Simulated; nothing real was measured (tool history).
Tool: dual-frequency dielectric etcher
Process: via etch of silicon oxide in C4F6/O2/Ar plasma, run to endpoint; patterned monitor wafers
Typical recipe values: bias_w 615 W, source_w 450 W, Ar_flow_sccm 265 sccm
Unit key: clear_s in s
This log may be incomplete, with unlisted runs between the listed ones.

| run | hour | bias_w | source_w | Ar_flow_sccm | incoming incoming film thickness, nm | clear_s |
|---|---|---|---|---|---|---|
| 1 | 0 | 615 | 450 | 265 | 66.6 | 12.9 |
| 2 | 12.5 | 615 | 450 | 265 | 66.2 | 12.7 |
| 3 | 46.7 | 580 | 450 | 265 | 67 | 13.3 |
| 4 | 74 | 615 | 450 | 300 | 66 | 12.8 |
| 5 | 103.5 | 615 | 450 | 300 | 66.6 | 12.9 |
| 6 | 119 | 615 | 450 | 265 | 66.5 | 12.5 |
|  | 144.1 | source power generator calibrated |
| 7 | 148.7 | 615 | 450 | 265 | 66.8 | 12.9 |
| 8 | 208.4 | 615 | 450 | 265 | 66.4 | 12.5 |
| 9 | 230.8 | 615 | 450 | 265 | 66.5 | 12.4 |
|  | 257.4 | Ar flow controller replaced |
| 10 | 264.5 | 564 | 450 | 309 | 66.1 | 12.9 |
|  | 298.8 | upper electrode replaced |
| 11 | 299.3 | 486 | 370 | 289 | 67 | 14.9 |
| 12 | 310.7 | 615 | 450 | 265 | 66.1 | 12.5 |
|  | 341.7 | wet clean of the chamber |
|  | 343.2 | bias power generator calibrated |
| 13 | 343.7 | 615 | 450 | 322 | 66 | 13.1 |
| 14 | 370.8 | 530 | 550 | 206 | 67 | 12.2 |
| 15 | 441.3 | 615 | 450 | 265 | 66.1 | 12.8 |
| 16 | 456 | 615 | 490 | 265 | 66.3 | 12.5 |
| 17 | 470.3 | 615 | 450 | 211 | 66.4 | 12.5 |

What if the next run were any one of these 3? Each begins from the tool's condition after run 17:
| A | 470.7 | 615 | 450 | 238 | 66.2 | ? |
| B | 470.7 | 615 | 480 | 265 | 66.2 | ? |
| C | 470.7 | 615 | 520 | 265 | 66.2 | ? |

| run | clear_s |
|---|---|
| A | 12.6 |
| B | 12.4 |
| C | 11.9 |
Take away the tool's hidden state, keep each run's random variation, and the runs would have read:
| run | clear_s |
|---|---|
| A | 12.8 |
| B | 12.6 |
| C | 12.1 |
